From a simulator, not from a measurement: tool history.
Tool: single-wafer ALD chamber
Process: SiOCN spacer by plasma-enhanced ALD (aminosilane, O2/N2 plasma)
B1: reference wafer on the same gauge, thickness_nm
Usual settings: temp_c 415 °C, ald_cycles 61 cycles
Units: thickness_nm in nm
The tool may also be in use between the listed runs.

{"run": 1, "day": 0.0, "temp_c": 415, "ald_cycles": 61, "B1": 3.318, "thickness_nm": 3.703}
{"run": 2, "day": 0.767, "temp_c": 415, "ald_cycles": 61, "B1": 3.321, "thickness_nm": 3.725}
{"run": 3, "day": 1.412, "temp_c": 415, "ald_cycles": 61, "B1": 3.322, "thickness_nm": 3.707}
{"run": 4, "day": 2.096, "temp_c": 415, "ald_cycles": 61, "B1": 3.323, "thickness_nm": 3.712}
{"run": 5, "day": 2.888, "temp_c": 415, "ald_cycles": 61, "B1": 3.319, "thickness_nm": 3.702}
{"run": 6, "day": 3.471, "temp_c": 415, "ald_cycles": 61, "B1": 3.327, "thickness_nm": 3.721}
{"run": 7, "day": 4.512, "temp_c": 415, "ald_cycles": 61, "B1": 3.323, "thickness_nm": 3.688}
{"run": 8, "day": 5.596, "temp_c": 415, "ald_cycles": 61, "B1": 3.311, "thickness_nm": 3.718}
{"run": 9, "day": 6.196, "temp_c": 415, "ald_cycles": 61, "B1": 3.32, "thickness_nm": 3.712}
{"run": 10, "day": 6.788, "temp_c": 415, "ald_cycles": 61, "B1": 3.317, "thickness_nm": 3.709}
{"run": 11, "day": 7.729, "temp_c": 415, "ald_cycles": 61, "B1": 3.328, "thickness_nm": 3.671}
{"run": 12, "day": 8.238, "temp_c": 415, "ald_cycles": 61, "B1": 3.332, "thickness_nm": 3.736}
{"run": 13, "day": 9.283, "temp_c": 415, "ald_cycles": 61, "B1": 3.317, "thickness_nm": 3.699}
{"run": 14, "day": 10.096, "temp_c": 415, "ald_cycles": 61, "B1": 3.327, "thickness_nm": 3.68}
{"run": 15, "day": 10.7, "temp_c": 415, "ald_cycles": 61, "B1": 3.316, "thickness_nm": 3.73}
{"run": 16, "day": 11.446, "temp_c": 415, "ald_cycles": 61, "B1": 3.317, "thickness_nm": 3.701}
{"run": 17, "day": 12.796, "temp_c": 409, "ald_cycles": 61, "B1": 3.316, "thickness_nm": 3.787}
{"run": 18, "day": 13.862, "temp_c": 409, "ald_cycles": 61, "B1": 3.322, "thickness_nm": 3.771}
{"run": 19, "day": 14.508, "temp_c": 415, "ald_cycles": 65, "B1": 3.315, "thickness_nm": 3.927}
{"run": 20, "day": 15.696, "temp_c": 415, "ald_cycles": 65, "B1": 3.317, "thickness_nm": 3.976}
{"run": 21, "day": 16.617, "temp_c": 415, "ald_cycles": 61, "B1": 3.319, "thickness_nm": 3.71}
{"run": 22, "day": 18.017, "temp_c": 415, "ald_cycles": 61, "B1": 3.317, "thickness_nm": 3.723}
{"run": 23, "day": 19.092, "temp_c": 415, "ald_cycles": 61, "B1": 3.318, "thickness_nm": 3.697}
{"run": 24, "day": 19.983, "temp_c": 421, "ald_cycles": 54, "B1": 3.324, "thickness_nm": 3.246}
{"run": 25, "day": 20.492, "temp_c": 408, "ald_cycles": 61, "B1": 3.316, "thickness_nm": 3.829}
{"run": 26, "day": 21.688, "temp_c": 421, "ald_cycles": 65, "B1": 3.326, "thickness_nm": 3.878}
{"run": 27, "day": 22.779, "temp_c": 420, "ald_cycles": 55, "B1": 3.322, "thickness_nm": 3.291}
{"run": 28, "day": 23.6, "temp_c": 404, "ald_cycles": 68, "B1": 3.319, "thickness_nm": 4.249}
{"run": 29, "day": 25.092, "temp_c": 415, "ald_cycles": 53, "B1": 3.317, "thickness_nm": 3.247}
{"run": 30, "day": 27.333, "temp_c": 421, "ald_cycles": 61, "B1": 3.318, "thickness_nm": 3.647}
{"run": 31, "day": 28.471, "temp_c": 428, "ald_cycles": 52, "B1": 3.325, "thickness_nm": 3.044}
{"run": 32, "day": 29.354, "temp_c": 400, "ald_cycles": 57, "B1": 3.315, "thickness_nm": 3.64}
{"run": 33, "day": 30.842, "temp_c": 415, "ald_cycles": 61, "B1": 3.318, "thickness_nm": 3.746}
{"run": 34, "day": 32.162, "temp_c": 415, "ald_cycles": 61, "B1": 3.318, "thickness_nm": 3.74}
{"run": 35, "day": 33.317, "temp_c": 415, "ald_cycles": 69, "B1": 3.322, "thickness_nm": 4.191}
{"run": 36, "day": 34.321, "temp_c": 409, "ald_cycles": 71, "B1": 3.322, "thickness_nm": 4.364}
{"run": 37, "day": 35.217, "temp_c": 406, "ald_cycles": 61, "B1": 3.317, "thickness_nm": 3.815}
{"run": 38, "day": 36.254, "temp_c": 407, "ald_cycles": 70, "B1": 3.316, "thickness_nm": 4.384}
{"run": 39, "day": 37.196, "temp_c": 415, "ald_cycles": 61, "B1": 3.317, "thickness_nm": 3.725}
{"run": 40, "day": 38.583, "temp_c": 415, "ald_cycles": 70, "B1": 3.319, "thickness_nm": 4.243}
{"run": 41, "day": 39.788, "temp_c": 402, "ald_cycles": 52, "B1": 3.325, "thickness_nm": 3.333}
{"run": 42, "day": 41.183, "temp_c": 421, "ald_cycles": 66, "B1": 3.31, "thickness_nm": 3.95}
{"run": 43, "day": 42.262, "temp_c": 415, "ald_cycles": 61, "B1": 3.319, "thickness_nm": 3.734}
{"run": 44, "day": 45.971, "temp_c": 409, "ald_cycles": 55, "B1": 3.32, "thickness_nm": 3.401}
{"run": 45, "day": 46.517, "temp_c": 415, "ald_cycles": 51, "B1": 3.32, "thickness_nm": 3.104}
{"run": 46, "day": 47.725, "temp_c": 415, "ald_cycles": 61, "B1": 3.313, "thickness_nm": 3.703}
{"run": 47, "day": 49.067, "temp_c": 425, "ald_cycles": 64, "B1": 3.311, "thickness_nm": 3.797}

Not shown: 2 entries that the log had between the listed runs. Between which runs, and how does the tool's hidden state differ before and after?
Between runs 29 and 30: thermocouple changed; heater temperature recalibrated (day 26.088)
  no hidden state differs between the two runs
Between runs 31 and 32: gauge calibrated (day 28.562)
  no hidden state differs between the two runs
